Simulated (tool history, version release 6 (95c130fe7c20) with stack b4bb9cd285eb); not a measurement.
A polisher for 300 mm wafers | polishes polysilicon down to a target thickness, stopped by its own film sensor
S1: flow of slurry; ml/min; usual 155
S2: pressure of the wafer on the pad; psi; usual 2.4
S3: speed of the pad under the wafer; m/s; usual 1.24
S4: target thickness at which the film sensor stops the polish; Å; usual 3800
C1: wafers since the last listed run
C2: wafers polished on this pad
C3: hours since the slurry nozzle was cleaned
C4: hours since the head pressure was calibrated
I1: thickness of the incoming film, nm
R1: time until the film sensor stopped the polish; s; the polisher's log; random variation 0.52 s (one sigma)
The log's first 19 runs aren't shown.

Run 20, day 20.654: usual settings but S1 195 ml/min; C1 423; C2 1522; C3 31.9; C4 656.5; I1 807.9. Result: R1 50.7 s.
Run 21, day 21.317: usual settings but S4 4990 Å; C1 241; C2 1763; C3 47.8; C4 672.4; I1 806.1. Result: R1 37.7 s.
Run 22, day 22.467: usual settings; C1 418; C2 2182; C3 75.4; C4 700; I1 789.7. Result: R1 51.1 s.
Run 23, day 23.129: usual settings but S2 2.9 psi, S3 0.96 m/s, S4 3060 Å; C1 241; C2 2424; C3 91.3; C4 715.9; I1 797.6. Result: R1 66.6 s.
Run 24, day 23.742: usual settings; C1 223; C2 2647; C3 106; C4 730.6; I1 795.8. Result: R1 52.1 s.
Run 25, day 24.833: usual settings but S1 190 ml/min, S2 2.8 psi, S3 1.52 m/s, S4 2400 Å; C1 397; C2 3044; C3 132.2; C4 756.8; I1 790.7. Result: R1 48 s.
At day 25.2: head pressure recalibrated.
Run 26, day 26.125: usual settings but S1 105 ml/min, S2 2.7 psi, S4 2720 Å; C1 440; C2 3485; C3 163.2; C4 22.2; I1 806.8. Result: R1 69.2 s.
At day 27.367: worn pad replaced by a new one.
Run 27, day 27.388: usual settings but S2 2.9 psi; C1 399; C2 7; C3 193.5; C4 52.5; I1 784.8. Result: R1 42.6 s.
Run 28, day 28.404: usual settings but S2 1.8 psi, S3 1.4 m/s; C1 370; C2 377; C3 217.9; C4 76.9; I1 802.2. Result: R1 64.2 s.
Run 29, day 29.296: usual settings but S1 135 ml/min, S2 2.7 psi, S3 0.9 m/s, S4 5160 Å; C1 324; C2 702; C3 239.3; C4 98.3; I1 803.4. Result: R1 46.7 s.
Run 30, day 30.283: usual settings; C1 359; C2 1062; C3 263; C4 122; I1 799.7. Result: R1 53.2 s.
Run 31, day 30.962: usual settings but S1 135 ml/min, S2 1.8 psi, S3 0.94 m/s; C1 247; C2 1309; C3 279.3; C4 138.3; I1 799.2. Result: R1 99.9 s.
Run 32, day 33.112: usual settings but S1 200 ml/min, S2 1.9 psi, S4 2560 Å; C1 783; C2 2092; C3 330.9; C4 189.9; I1 817.3. Result: R1 88.3 s.
Run 33, day 33.942: usual settings but S2 2.2 psi, S3 1.38 m/s; C1 302; C2 2394; C3 350.8; C4 209.8; I1 798.1. Result: R1 55 s.
Run 34, day 34.592: usual settings but S2 3.1 psi; C1 236; C2 2631; C3 366.4; C4 225.4; I1 801.6. Result: R1 44 s.
Run 35, day 35.996: usual settings but S2 2.2 psi, S3 1.66 m/s, S4 2790 Å; C1 511; C2 3142; C3 400.1; C4 259.1; I1 792.5. Result: R1 55.3 s.
Run 36, day 36.729: usual settings; C1 267; C2 3410; C3 417.7; C4 276.7; I1 807.1. Result: R1 58 s.
At day 40.246: worn pad replaced by a new one.
Run 37, day 40.267: usual settings but S1 110 ml/min, S2 2.9 psi; C1 1227; C2 8; C3 502.6; C4 361.6; I1 790.1. Result: R1 49.5 s.

4 ways to go on from here, each from the tool as it stands after run 37. What would each give?
Run A, day 40.283: usual settings; C1 6; C2 14; C3 503; C4 362; I1 802.6. Result: R1 ?.
Run B, day 40.283: usual settings but S4 4970 Å; C1 6; C2 14; C3 503; C4 362; I1 802.6. Result: R1 ?.
Run C, day 40.283: usual settings but S3 1.42 m/s; C1 6; C2 14; C3 503; C4 362; I1 802.6. Result: R1 ?.
Run D, day 40.283: usual settings but S1 185 ml/min, S2 1.6 psi; C1 6; C2 14; C3 503; C4 362; I1 802.6. Result: R1 ?.

run    R1
  A  56.2
  B  40.6
  C  49.1
  D  80.9
Without the tool's hidden state the same runs would have given:
run    R1
  A  50.4
  B  36.5
  C  44.1
  D  73.7
